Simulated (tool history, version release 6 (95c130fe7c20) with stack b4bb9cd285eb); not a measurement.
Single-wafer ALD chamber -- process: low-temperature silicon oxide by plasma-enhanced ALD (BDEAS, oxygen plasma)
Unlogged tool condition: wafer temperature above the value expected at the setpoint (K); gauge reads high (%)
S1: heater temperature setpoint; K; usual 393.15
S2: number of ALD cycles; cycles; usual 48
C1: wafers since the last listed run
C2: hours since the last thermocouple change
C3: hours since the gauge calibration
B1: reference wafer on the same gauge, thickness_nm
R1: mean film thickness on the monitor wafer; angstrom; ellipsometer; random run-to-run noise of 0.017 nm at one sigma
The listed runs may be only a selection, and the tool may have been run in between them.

run,hour,S1,S2,C1,C2,C3,B1,R1
1,0.0,393.15,48,0,752.6,123.6,5.458,66.56
2,10.9,398.15,48,58,763.5,134.5,5.457,65.82
3,17.0,398.15,48,32,769.6,140.6,5.456,66.02
4,33.9,398.15,48,90,786.5,157.5,5.453,65.83
5,51.3,393.15,48,93,803.9,174.9,5.446,66.22
6,59.1,393.15,48,41,811.7,182.7,5.446,66.15
7,76.5,393.15,48,93,829.1,200.1,5.444,66.49
8,90.7,393.15,48,76,843.3,214.3,5.439,65.93
9,106.5,393.15,48,84,859.1,230.1,5.438,66.24
10,113.7,393.15,48,38,866.3,237.3,5.433,66.06
11,123.3,393.15,48,51,875.9,246.9,5.427,66.21
12,166.4,393.15,48,231,919.0,290.0,5.418,65.90
# hour 179.7: thermocouple changed; heater temperature recalibrated
13,181.7,393.15,48,39,2.0,305.3,5.407,65.98
14,191.6,393.15,48,53,11.9,315.2,5.403,65.96
# hour 201.7: gauge calibrated
15,203.1,393.15,48,61,23.4,1.4,5.463,66.67
16,212.7,397.15,42,51,33.0,11.0,5.464,58.05
17,225.9,385.15,41,70,46.2,24.2,5.466,57.54
18,237.8,383.15,57,63,58.1,36.1,5.464,80.51
19,245.3,404.15,45,40,65.6,43.6,5.464,61.41
20,252.2,383.15,48,37,72.5,50.5,5.464,67.52
21,267.8,393.15,48,83,88.1,66.1,5.464,66.88
22,277.2,387.15,53,50,97.5,75.5,5.463,74.12
23,286.6,393.15,42,50,106.9,84.9,5.463,58.39
24,302.4,398.15,48,84,122.7,100.7,5.458,65.88
25,312.4,398.15,48,53,132.7,110.7,5.457,65.86
26,322.5,400.15,57,54,142.8,120.8,5.455,77.99
27,335.0,385.15,41,67,155.3,133.3,5.453,57.50
28,352.9,404.15,56,96,173.2,151.2,5.452,76.19
29,366.4,393.15,48,72,186.7,164.7,5.445,66.38
30,372.4,398.15,56,32,192.7,170.7,5.446,76.23
31,386.0,380.15,53,73,206.3,184.3,5.443,74.93

Entry by entry between the runs, the difference in hidden state between the last listed run before and the first listed run after:
Runs 12 to 13: thermocouple changed; heater temperature recalibrated (hour 179.7)
  gauge reads high (%): -0.832 -> -0.938
  difference, measured minus the result without the unlogged condition, R1: -0.56 -> -0.62 angstrom
Runs 14 to 15: gauge calibrated (hour 201.7)
  gauge reads high (%): -1.01 -> 0.0883
  difference, measured minus the result without the unlogged condition, R1: -0.67 -> +0.06 angstrom

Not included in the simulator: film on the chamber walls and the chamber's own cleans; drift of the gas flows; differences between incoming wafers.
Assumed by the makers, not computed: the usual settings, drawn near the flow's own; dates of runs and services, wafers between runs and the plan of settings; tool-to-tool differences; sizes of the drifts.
